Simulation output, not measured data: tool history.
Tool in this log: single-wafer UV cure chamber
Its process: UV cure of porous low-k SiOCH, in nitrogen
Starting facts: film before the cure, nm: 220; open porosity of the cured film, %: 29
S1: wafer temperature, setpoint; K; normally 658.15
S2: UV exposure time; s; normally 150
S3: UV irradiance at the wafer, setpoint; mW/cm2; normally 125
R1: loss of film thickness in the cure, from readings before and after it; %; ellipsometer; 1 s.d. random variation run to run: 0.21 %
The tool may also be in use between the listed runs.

run    hour      S1   S2   S3      R1
  1     0.0  658.15  150  125  11.888
  2    41.7  649.15  150  125  11.304
  3   141.3  658.15  150  125  11.885
  4   206.6  658.15  150  125  11.883
  5   245.8  658.15  150  125  11.651
  6   562.4  669.15  150  125  11.957
  7   864.2  658.15  150  125  11.315
  8   937.4  658.15  150  125  11.186
  9  1036.1  658.15  150  125  11.439
 10  1104.6  658.15  150  125  11.233
 11  1202.6  658.15  150  125  11.013
 12  1241.8  658.15  150  125  11.231
     1251.6  -- quartz window cleaned
 13  1323.3  658.15  150  125  11.466
     1395.9  -- UV bulbs replaced
 14  1495.8  658.15  150  150  12.649
 15  1557.8  658.15  150  150  12.232
 16  1622.7  658.15  150  150  12.652
 17  1698.2  658.15  150  151  12.545
 18  1796.0  658.15  150  151  12.559
 19  1838.8  644.15  150   96   9.939
 20  1930.5  658.15   90  125   9.159
 21  2024.6  658.15  150  125  11.159
 22  2065.9  652.15  150  145  12.213
 23  2128.6  675.15  150  125  11.947
 24  2190.9  658.15  150  150  12.403
 25  2283.5  658.15  150  125  11.283
 26  2369.7  653.15  150  100  10.130
     2406.9  -- quartz window cleaned
 27  2407.4  645.15  220   95  12.387
 28  2593.1  658.15  105   96   9.130
 29  2674.7  658.15  150  125  12.208
 30  2776.3  658.15  150  125  11.533
 31  2878.1  658.15  150  125  11.581
 32  2931.6  658.15  150  125  11.901
 33  2997.0  658.15  150  125  11.536
 34  3069.9  647.15  150  104  10.689
 35  3176.4  638.15  205  143  13.406
 36  3390.5  650.15  220  152  13.878
 37  3450.4  648.15  115  145  10.366

How would selected steps in R1 from run to run divide? Give the signed amount a tool lacking its hidden state would still show from settings, what came in and random variation, and the signed amount left for the hidden state, including any gauge scatter that is not in both of the compared results.
Hidden conditions of the tool in this case: lamp output below its setpoint, %; transmission lost against a clean window, %.
Run 5 -> 6: S1 658.15 -> 669.15. R1 +0.306 %: hidden state -0.241, all else +0.547.
Run 12 -> 13: quartz window cleaned. R1 +0.235 %: hidden state +1.020, all else -0.785.
Run 26 -> 27: S1 653.15 -> 645.15, S2 150 -> 220, S3 100 -> 95, quartz window cleaned. R1 +2.257 %: hidden state +0.802, all else +1.455.
Run 27 -> 28: S1 645.15 -> 658.15, S2 220 -> 105, S3 95 -> 96. R1 -3.257 %: hidden state -0.114, all else -3.143.
Run 28 -> 29: S2 105 -> 150, S3 96 -> 125. R1 +3.078 %: hidden state -0.066, all else +3.144.
Run 36 -> 37: S1 650.15 -> 648.15, S2 220 -> 115, S3 152 -> 145. R1 -3.512 %: hidden state +0.015, all else -3.527.
